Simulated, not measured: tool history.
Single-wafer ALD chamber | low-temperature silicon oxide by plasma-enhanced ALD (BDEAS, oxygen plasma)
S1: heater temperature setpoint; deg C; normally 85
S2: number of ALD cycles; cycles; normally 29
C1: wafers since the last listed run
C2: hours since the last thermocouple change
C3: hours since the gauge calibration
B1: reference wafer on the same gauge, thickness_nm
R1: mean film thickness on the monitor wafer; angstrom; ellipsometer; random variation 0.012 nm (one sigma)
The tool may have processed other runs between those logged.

run 1 hour=0.0 | S1=85 S2=27 | C1=0 C2=1707.0 C3=472.1 | B1=4.893 | R1=38.09
run 2 hour=208.2 | S1=85 S2=27 | C1=2082 C2=1915.2 C3=680.3 | B1=4.891 | R1=38.03
run 3 hour=269.7 | S1=85 S2=27 | C1=615 C2=1976.7 C3=741.8 | B1=4.888 | R1=38.30
run 4 hour=320.9 | S1=85 S2=29 | C1=512 C2=2027.9 C3=793.0 | B1=4.889 | R1=41.06
run 5 hour=381.0 | S1=85 S2=29 | C1=601 C2=2088.0 C3=853.1 | B1=4.893 | R1=40.92
run 6 hour=425.1 | S1=85 S2=26 | C1=441 C2=2132.1 C3=897.2 | B1=4.888 | R1=36.99
run 7 hour=477.0 | S1=85 S2=26 | C1=519 C2=2184.0 C3=949.1 | B1=4.896 | R1=36.57
-- hour=506.0 thermocouple changed; heater temperature recalibrated
run 8 hour=517.3 | S1=85 S2=26 | C1=323 C2=11.3 C3=989.4 | B1=4.891 | R1=36.98

Predict the results of run 9:
run 9 hour=545.0 | S1=79 S2=33 | C1=277 C2=39.0 C3=1017.1 | B1=? | R1=?

{"run 9": {"B1": 4.887, "R1": 47.51}}
Had the tool carried no hidden state, the very same run would have given R1 47.51 angstrom.
